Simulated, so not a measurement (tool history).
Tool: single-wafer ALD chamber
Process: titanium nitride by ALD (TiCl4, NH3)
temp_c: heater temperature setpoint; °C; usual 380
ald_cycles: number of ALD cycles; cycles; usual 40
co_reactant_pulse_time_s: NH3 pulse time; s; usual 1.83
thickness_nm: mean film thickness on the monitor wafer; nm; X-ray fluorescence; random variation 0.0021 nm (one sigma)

run,day,temp_c,ald_cycles,co_reactant_pulse_time_s,"read-back reference wafer on the same gauge, thickness_nm",thickness_nm
1,0,380,40,1.83,0.979,0.846
2,3.783,380,40,1.83,0.98,0.846
3,6.638,380,40,1.83,0.98,0.851
4,8.758,380,40,1.83,0.979,0.847
5,10.446,380,40,1.83,0.98,0.847
6,14.458,380,40,1.83,0.98,0.851
7,18.696,380,40,1.83,0.98,0.847
8,21.275,380,40,1.83,0.981,0.848
9,24.967,380,40,1.62,0.98,0.839
10,27.521,380,40,1.62,0.98,0.842
11,30.796,380,40,1.62,0.98,0.843
12,34.162,380,40,1.62,0.981,0.841
13,35.971,371,44,2.11,0.981,0.931
14,39.438,380,40,1.83,0.981,0.849
# day 40.829: gauge calibrated
15,42.054,371,36,1.14,0.97,0.699
16,45.229,372,40,1.83,0.971,0.83
# day 47.479: showerhead replaced
# day 48.208: thermocouple changed; heater temperature recalibrated
17,48.892,391,35,2.14,0.973,0.754
18,52.412,386,37,2.52,0.974,0.8
19,54.25,387,33,1.55,0.975,0.694
20,58.554,387,40,1.83,0.975,0.85
21,61.012,388,34,2.42,0.977,0.736
22,64.838,380,40,1.83,0.976,0.844
23,68.112,380,40,2.26,0.978,0.859

5 ways to go on from here, each from the tool as it stands after run 23. What would each give?
A,68.133,376,40,1.83,?,?
B,68.133,380,35,1.83,?,?
C,68.133,370,33,1.38,?,?
D,68.133,380,44,2.52,?,?
E,68.133,387,36,1.83,?,?

run,"read-back reference wafer on the same gauge, thickness_nm",thickness_nm
A,0.978,0.841
B,0.978,0.739
C,0.978,0.662
D,0.978,0.95
E,0.978,0.766
Without the tool's hidden state the same runs would have given:
run,thickness_nm
A,0.834
B,0.733
C,0.657
D,0.943
E,0.76

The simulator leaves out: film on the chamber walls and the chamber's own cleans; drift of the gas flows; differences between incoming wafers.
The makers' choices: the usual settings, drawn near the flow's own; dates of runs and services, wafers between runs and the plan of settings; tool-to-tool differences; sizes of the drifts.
